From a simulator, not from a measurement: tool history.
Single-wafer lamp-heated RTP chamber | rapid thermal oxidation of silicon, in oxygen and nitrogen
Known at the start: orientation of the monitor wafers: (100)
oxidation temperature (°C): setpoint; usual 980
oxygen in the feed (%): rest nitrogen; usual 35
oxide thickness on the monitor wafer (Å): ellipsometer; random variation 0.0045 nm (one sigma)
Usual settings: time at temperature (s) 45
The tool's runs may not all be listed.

| run | hour | oxidation temperature (°C) | time at temperature (s) | oxygen in the feed (%) | wafers since the last listed run | wafers since the last pyrometer calibration | hours since the oxygen flow controller was replaced | hours since the gauge calibration | read-back reference wafer on the same gauge, thickness | oxide thickness on the monitor wafer (Å) |
|---|---|---|---|---|---|---|---|---|---|---|
| 1 | 0.0 | 980 | 45 | 35 | 0 | 927 | 2317.8 | 1089.3 | 3.371 | 29.77 |
| 2 | 12.7 | 980 | 45 | 35 | 132 | 1059 | 2330.5 | 1102.0 | 3.369 | 29.69 |
| 3 | 40.2 | 961 | 45 | 35 | 286 | 1346 | 2358.0 | 1129.5 | 3.369 | 27.00 |
| 4 | 71.4 | 961 | 45 | 35 | 324 | 1670 | 2389.2 | 1160.7 | 3.370 | 27.04 |
| 5 | 86.9 | 980 | 45 | 35 | 161 | 1832 | 2404.7 | 1176.2 | 3.369 | 29.74 |
| 6 | 120.1 | 980 | 45 | 35 | 345 | 2177 | 2437.9 | 1209.4 | 3.371 | 29.78 |
| 7 | 144.1 | 980 | 45 | 35 | 249 | 2427 | 2461.9 | 1233.4 | 3.369 | 29.81 |
| 8 | 159.0 | 980 | 45 | 35 | 155 | 2582 | 2476.8 | 1248.3 | 3.371 | 29.74 |
| 9 | 192.3 | 980 | 45 | 56 | 346 | 2928 | 2510.1 | 1281.6 | 3.370 | 34.08 |
| 10 | 299.2 | 980 | 45 | 56 | 1112 | 4041 | 2617.0 | 1388.5 | 3.371 | 34.11 |
| 11 | 313.5 | 980 | 45 | 56 | 148 | 4190 | 2631.3 | 1402.8 | 3.369 | 34.15 |
| 12 | 329.7 | 980 | 45 | 35 | 168 | 4358 | 2647.5 | 1419.0 | 3.371 | 29.91 |
| 13 | 357.0 | 980 | 45 | 35 | 284 | 4642 | 2674.8 | 1446.3 | 3.370 | 29.87 |
|  | 373.4 | pyrometer window cleaned and pyrometer calibrated |
| 14 | 392.7 | 980 | 45 | 35 | 288 | 201 | 2710.5 | 1482.0 | 3.367 | 29.69 |
|  | 452.2 | gauge calibrated |
| 15 | 452.5 | 980 | 58 | 35 | 622 | 823 | 2770.3 | 0.3 | 3.367 | 32.36 |
| 16 | 485.6 | 980 | 58 | 35 | 344 | 1168 | 2803.4 | 33.4 | 3.372 | 32.39 |
| 17 | 518.8 | 980 | 45 | 35 | 345 | 1513 | 2836.6 | 66.6 | 3.369 | 29.60 |
| 18 | 552.8 | 969 | 45 | 17 | 353 | 1867 | 2870.6 | 100.6 | 3.369 | 24.37 |
| 19 | 574.0 | 980 | 45 | 35 | 220 | 2088 | 2891.8 | 121.8 | 3.369 | 29.77 |
| 20 | 606.6 | 980 | 45 | 35 | 339 | 2427 | 2924.4 | 154.4 | 3.371 | 29.71 |
| 21 | 630.3 | 980 | 33 | 17 | 246 | 2673 | 2948.1 | 178.1 | 3.370 | 23.64 |
| 22 | 658.3 | 980 | 45 | 35 | 291 | 2965 | 2976.1 | 206.1 | 3.370 | 29.75 |

Run 23 comes next. What will it give?
| 23 | 680.1 | 980 | 61 | 17 | 226 | 3192 | 2997.9 | 227.9 | ? | ? |

read-back reference wafer on the same gauge, thickness: 3.370
oxide thickness on the monitor wafer (Å): 27.66
Without the tool's hidden state the same run would have given oxide thickness on the monitor wafer (Å) 28.02.
